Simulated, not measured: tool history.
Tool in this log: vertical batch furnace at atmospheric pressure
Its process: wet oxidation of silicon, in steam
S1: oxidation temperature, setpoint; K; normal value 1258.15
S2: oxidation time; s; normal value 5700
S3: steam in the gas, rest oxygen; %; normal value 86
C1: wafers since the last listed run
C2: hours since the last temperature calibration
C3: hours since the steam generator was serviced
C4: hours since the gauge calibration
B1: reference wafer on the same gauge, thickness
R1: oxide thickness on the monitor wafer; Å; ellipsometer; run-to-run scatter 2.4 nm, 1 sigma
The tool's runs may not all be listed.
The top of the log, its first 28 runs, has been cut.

run,day,S1,S2,S3,C1,C2,C3,C4,B1,R1
29,104.733,1245.15,4110,75,1473,1306.8,631.0,1883.3,523.19,2942.3
30,109.129,1258.15,8100,96,1588,1412.3,736.5,1988.8,521.48,6148.9
31,110.871,1258.15,5700,86,629,1454.1,778.3,2030.6,521.48,4521.4
32,114.142,1234.15,5700,75,1181,1532.6,856.8,2109.1,521.60,3412.3
33,118.062,1236.15,5700,86,1416,1626.7,950.9,2203.2,519.45,3781.8
34,122.400,1258.15,5700,79,1567,1730.8,1055.0,2307.3,520.59,4241.7
35,126.758,1246.15,4830,86,1574,1835.4,1159.6,2411.9,516.94,3632.2
36,129.346,1258.15,5700,86,934,1897.5,1221.7,2474.0,517.42,4468.0
37,132.588,1258.15,5700,86,1171,1975.3,1299.5,2551.8,517.69,4480.4
38,138.058,1270.15,7680,75,1976,2106.6,1430.8,2683.1,515.84,5377.1

Alternative continuations, all from the tool just after run 38; predict every row:
A,138.258,1258.15,7740,86,72,2111.4,1435.6,2687.9,?,?
B,138.258,1270.15,4680,95,72,2111.4,1435.6,2687.9,?,?
C,138.258,1268.15,3510,97,72,2111.4,1435.6,2687.9,?,?
D,138.258,1245.15,6420,86,72,2111.4,1435.6,2687.9,?,?

run,B1,R1
A,516.02,5485.3
B,516.02,4550.5
C,516.02,3739.1
D,516.02,4397.9
Take away the tool's hidden state, keep each run's random variation, and the runs would have read:
run,R1
A,5722.4
B,4747.2
C,3900.7
D,4588.0
